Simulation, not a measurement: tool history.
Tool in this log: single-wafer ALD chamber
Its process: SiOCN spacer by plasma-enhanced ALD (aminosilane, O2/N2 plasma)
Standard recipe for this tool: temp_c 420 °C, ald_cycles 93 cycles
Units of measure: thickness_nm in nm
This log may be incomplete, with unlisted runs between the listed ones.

run,hour,temp_c,ald_cycles,wafers since the last listed run,hours since the last thermocouple change,hours since the gauge calibration,"read-back reference wafer on the same gauge, thickness_nm",thickness_nm
1,0.0,428,93,0,2245.4,305.1,4.884,4.762
2,12.7,428,93,40,2258.1,317.8,4.879,4.763
3,30.7,420,93,57,2276.1,335.8,4.881,4.878
4,63.2,420,93,103,2308.6,368.3,4.874,4.879
5,91.3,420,93,89,2336.7,396.4,4.872,4.842
6,123.6,420,93,103,2369.0,428.7,4.873,4.863
7,137.9,420,93,45,2383.3,443.0,4.875,4.862
# hour 158.4: gauge calibrated
8,230.2,420,93,295,2475.6,71.8,4.939,4.929
9,256.8,420,93,85,2502.2,98.4,4.928,4.905
10,279.2,432,93,71,2524.6,120.8,4.924,4.747
# hour 304.1: thermocouple changed; heater temperature recalibrated
11,304.6,432,93,55,0.5,146.2,4.915,4.719
12,328.8,432,93,77,24.7,170.4,4.913,4.731
13,346.8,420,93,57,42.7,188.4,4.904,4.890
14,375.9,420,87,93,71.8,217.5,4.901,4.577
15,390.8,420,87,47,86.7,232.4,4.898,4.552
16,426.4,420,87,113,122.3,268.0,4.896,4.582
17,448.1,420,93,69,144.0,289.7,4.892,4.884
18,479.6,407,107,100,175.5,321.2,4.888,5.825
19,512.8,408,100,106,208.7,354.4,4.886,5.402
20,525.2,410,84,39,221.1,366.8,4.887,4.533
21,541.0,430,107,50,236.9,382.6,4.885,5.463
22,567.8,420,93,85,263.7,409.4,4.887,4.872
23,588.9,420,93,67,284.8,430.5,4.884,4.847
24,616.3,420,82,87,312.2,457.9,4.882,4.303
25,630.1,431,104,44,326.0,471.7,4.880,5.274
# hour 644.2: gauge calibrated
26,658.5,432,93,90,354.4,14.3,4.949,4.769
27,689.4,420,106,98,385.3,45.2,4.932,5.619
28,723.3,412,111,108,419.2,79.1,4.920,5.982
29,753.5,420,93,96,449.4,109.3,4.913,4.906
30,773.9,424,76,65,469.8,129.7,4.907,3.948
31,803.5,420,93,94,499.4,159.3,4.902,4.899
32,828.4,428,110,79,524.3,184.2,4.890,5.671
33,850.2,407,93,69,546.1,206.0,4.890,5.032
34,871.4,409,76,67,567.3,227.2,4.886,4.103

Take each entry between the runs: how does the hidden state at the last listed run before it differ from the hidden state at the first listed run after it?
After run 7, before run 8: gauge calibrated (hour 158.4)
  gauge reads high (%): -2.13 -> -0.862
  difference, measured minus the result without the unlogged condition, thickness_nm: -0.105 -> -0.043 nm
After run 10, before run 11: thermocouple changed; heater temperature recalibrated (hour 304.1)
  gauge reads high (%): -1.19 -> -1.32
  difference, measured minus the result without the unlogged condition, thickness_nm: -0.057 -> -0.063 nm
After run 25, before run 26: gauge calibrated (hour 644.2)
  gauge reads high (%): -1.94 -> -0.565
  difference, measured minus the result without the unlogged condition, thickness_nm: -0.104 -> -0.027 nm
